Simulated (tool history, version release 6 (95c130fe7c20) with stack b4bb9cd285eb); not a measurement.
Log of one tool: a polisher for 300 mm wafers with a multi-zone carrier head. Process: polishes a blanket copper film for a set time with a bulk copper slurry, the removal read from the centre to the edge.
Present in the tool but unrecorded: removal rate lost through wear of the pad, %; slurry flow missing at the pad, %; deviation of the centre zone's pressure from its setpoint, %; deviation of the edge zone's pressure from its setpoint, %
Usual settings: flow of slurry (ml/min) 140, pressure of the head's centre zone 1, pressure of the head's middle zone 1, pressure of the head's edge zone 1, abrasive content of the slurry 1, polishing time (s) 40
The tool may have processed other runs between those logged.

run   hour  flow of slurry (ml/min)  pressure of the head's centre zone  pressure of the head's middle zone  pressure of the head's edge zone  abrasive content of the slurry  polishing time (s)  wafers since the last listed run  wafers polished on this pad  hours since the slurry nozzle was cleaned  hours since the centre zone pressure was calibrated  hours since the edge zone pressure was calibrated  hours since the carrier head's membrane was replaced  incoming thickness of the incoming film, nm  film removed at the wafer's centre (angstrom)  film removed at mid-radius (angstrom)  film removed at the wafer's edge (angstrom)
  1      0                      140                                   1                                   1                                 1                               1                  40                                 0                          800                                       30.3                                                829.1                                              470.6                                                 625.5                                       3043.9                                           4314                                   4485                                         4413
       6.6  -- centre zone pressure recalibrated
  2   25.4                      140                                   1                                   1                                 1                               1                  40                               290                         1090                                       55.7                                                 18.8                                                496                                                 650.9                                       3015.8                                           4272                                   4387                                         4324
  3   50.3                      175                                   1                                   1                              0.94                               1                  40                               309                         1399                                       80.6                                                 43.7                                              520.9                                                 675.8                                         3037                                           4439                                   4515                                         4378
  4   80.2                      140                                   1                                   1                                 1                               1                  40                               371                         1770                                      110.5                                                 73.6                                              550.8                                                 705.7                                         3007                                           4277                                   4446                                         4374
      97.3  -- carrier head's membrane replaced by a new one
      97.6  -- worn pad replaced by a new one
  5  109.3                      140                                   1                                   1                                 1                               1                  40                               296                          145                                      139.6                                                102.7                                              579.9                                                    12                                       3093.9                                           4246                                   4438                                         4429
     112.7  -- edge zone pressure recalibrated
  6  125.3                      140                                   1                                   1                                 1                               1                  40                               173                          319                                      155.6                                                118.7                                               12.6                                                    28                                         3052                                           4284                                   4369                                         4535
  7  160.9                      140                                   1                                   1                                 1                               1                  40                               441                          761                                      191.2                                                154.3                                               48.2                                                  63.6                                       3008.6                                           4307                                   4416                                         4336
  8  191.6                      140                                 1.1                                0.91                               0.9                               1                  40                               381                         1142                                      221.9                                                  185                                               78.9                                                  94.3                                       3065.1                                           4731                                   4020                                         4091
  9    212                      140                                   1                                   1                              0.96                               1                  31                               253                         1395                                      242.3                                                205.4                                               99.3                                                 114.7                                       3088.5                                           3279                                   3362                                         3373
 10  231.3                      140                                0.91                                   1                                 1                               1                  52                               239                         1635                                      261.6                                                224.7                                              118.6                                                   134                                       3014.6                                           5008                                   5609                                         5654
 11  250.6                      165                                   1                                   1                                 1                               1                  40                               239                         1874                                      280.9                                                  244                                              137.9                                                 153.3                                       3115.5                                           4406                                   4432                                         4467
 12    266                      140                                   1                                   1                              0.93                            0.75                  35                               191                         2065                                      296.3                                                259.4                                              153.3                                                 168.7                                       3088.1                                           3543                                   3654                                         3531
     281.4  -- worn pad replaced by a new one
 13  282.7                       95                                   1                                0.97                              0.89                               1                  36                               157                           16                                        313                                                276.1                                                170                                                 185.4                                       3111.1                                           3482                                   3602                                         3571
 14    318                      100                                   1                                1.08                                 1                               1                  40                               438                          454                                      348.3                                                311.4                                              205.3                                                 220.7                                       3040.9                                           3960                                   4355                                         4175
 15    354                      120                                   1                                   1                                 1                               1                  40                               446                          901                                      384.3                                                347.4                                              241.3                                                 256.7                                       3062.3                                           4030                                   4155                                         4204
 16  377.1                      110                                0.88                                   1                                 1                               1                  44                               286                         1188                                      407.4                                                370.5                                              264.4                                                 279.8                                       3045.6                                           3857                                   4482                                         4620
     458.9  -- worn pad replaced by a new one
 17  479.4                      140                                   1                                   1                                 1                            0.75                  40                              1220                          254                                      509.7                                                472.8                                              366.7                                                 382.1                                       3051.4                                           3978                                   3995                                         4213
       490  -- slurry nozzle cleaned
 18    505                      140                                   1                                 1.1                                 1                             1.1                  40                               305                          560                                         15                                                498.4                                              392.3                                                 407.7                                       3107.1                                           4377                                   4858                                         4502
 19  518.4                      155                                   1                                1.09                                 1                               1                  40                               166                          726                                       28.4                                                511.8                                              405.7                                                 421.1                                       3035.1                                           4404                                   4818                                         4487
 20  536.8                      140                                   1                                0.91                              0.93                             1.2                  35                               228                          954                                       46.8                                                530.2                                              424.1                                                 439.5                                         3060                                           3874                                   3701                                         3956

For each run, the measured value with the value that run would have given without the tool's hidden condition subtracted. The run-to-run variation is shared by both, the gauge scatter possibly not:
run  film removed at the wafer's centre (angstrom)  film removed at mid-radius (angstrom)  film removed at the wafer's edge (angstrom)
  1                                            -12                                    -11                                           -8
  2                                            -19                                    -17                                          -12
  3                                            -23                                    -20                                          -15
  4                                            -35                                    -32                                          -22
  5                                            -43                                    -39                                          -28
  6                                            -48                                    -44                                          -32
  7                                            -60                                    -54                                          -37
  8                                            -76                                    -57                                          -41
  9                                            -57                                    -52                                          -37
 10                                            -96                                    -94                                          -67
 11                                            -79                                    -71                                          -52
 12                                            -77                                    -69                                          -48
 13                                           -107                                    -95                                          -64
 14                                           -132                                   -125                                          -81
 15                                           -130                                   -118                                          -82
 16                                           -142                                   -143                                         -101
 17                                           -158                                   -139                                         -103
 18                                            -19                                    -19                                          -12
 19                                            -21                                    -21                                          -14
 20                                            -25                                    -21                                          -16

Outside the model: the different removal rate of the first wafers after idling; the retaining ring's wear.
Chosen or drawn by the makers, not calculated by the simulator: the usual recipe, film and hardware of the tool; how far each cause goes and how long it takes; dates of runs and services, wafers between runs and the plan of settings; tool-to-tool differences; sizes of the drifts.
